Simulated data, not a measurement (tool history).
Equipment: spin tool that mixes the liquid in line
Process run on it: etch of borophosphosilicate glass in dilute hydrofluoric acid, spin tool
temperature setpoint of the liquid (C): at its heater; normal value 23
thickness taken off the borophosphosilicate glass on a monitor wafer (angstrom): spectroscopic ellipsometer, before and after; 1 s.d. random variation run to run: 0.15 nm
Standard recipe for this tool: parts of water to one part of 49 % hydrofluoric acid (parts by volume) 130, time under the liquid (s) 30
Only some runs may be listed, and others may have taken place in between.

run	hour	temperature setpoint of the liquid (C)	parts of water to one part of 49 % hydrofluoric acid (parts by volume)	time under the liquid (s)	read-back film thickness of the borophosphosilicate glass reference wafer, read on the same gauge (nm)	thickness taken off the borophosphosilicate glass on a monitor wafer (angstrom)
1	0	23	130	30	39.23	202.5
2	15.3	23	130	30	39.21	200.5
3	41.1	23	130	30	39.15	202.5
4	66.2	23	130	30	39.14	202.8
5	83	23	130	30	39.09	201.3
6	117.4	23	175	30	39.03	141.6
7	135.6	23	130	25	39.01	168.2
8	157.9	23	130	25	38.98	166.3
9	179	23	130	25	38.95	167.2
10	214.8	23	80	30	38.89	344.4
11	236.2	20.5	130	50	38.86	301
# hour 255.3: gauge calibrated
12	268.5	25.5	115	35	40.04	305.6
# hour 277.2: thermometer replaced
13	299.7	23	75	35	39.96	448
14	325.3	25.5	175	20	39.93	104.8
# hour 338.5: hydrofluoric acid flow meter replaced
15	360.2	25	105	35	39.87	330.4
16	384.6	23	130	40	39.84	275.8
17	408.5	23	130	30	39.78	205.7
18	424.7	25	130	15	39.77	111.7
19	488.7	23	130	25	39.68	169.4
20	524.4	25.5	165	40	39.6	225.7

Consider 3 possible next runs. They are alternatives, not a sequence: every one starts from the tool as it was left by run 20. What does each give?
A	524.8	23	180	30	?	?
B	524.8	23	150	30	?	?
C	524.8	23	130	20	?	?

run	read-back film thickness of the borophosphosilicate glass reference wafer, read on the same gauge (nm)	thickness taken off the borophosphosilicate glass on a monitor wafer (angstrom)
A	39.62	140.2
B	39.62	173.9
C	39.62	136.8
What these runs would have given with no unlogged condition in the tool:
run	thickness taken off the borophosphosilicate glass on a monitor wafer (angstrom)
A	141.6
B	175.6
C	138.1

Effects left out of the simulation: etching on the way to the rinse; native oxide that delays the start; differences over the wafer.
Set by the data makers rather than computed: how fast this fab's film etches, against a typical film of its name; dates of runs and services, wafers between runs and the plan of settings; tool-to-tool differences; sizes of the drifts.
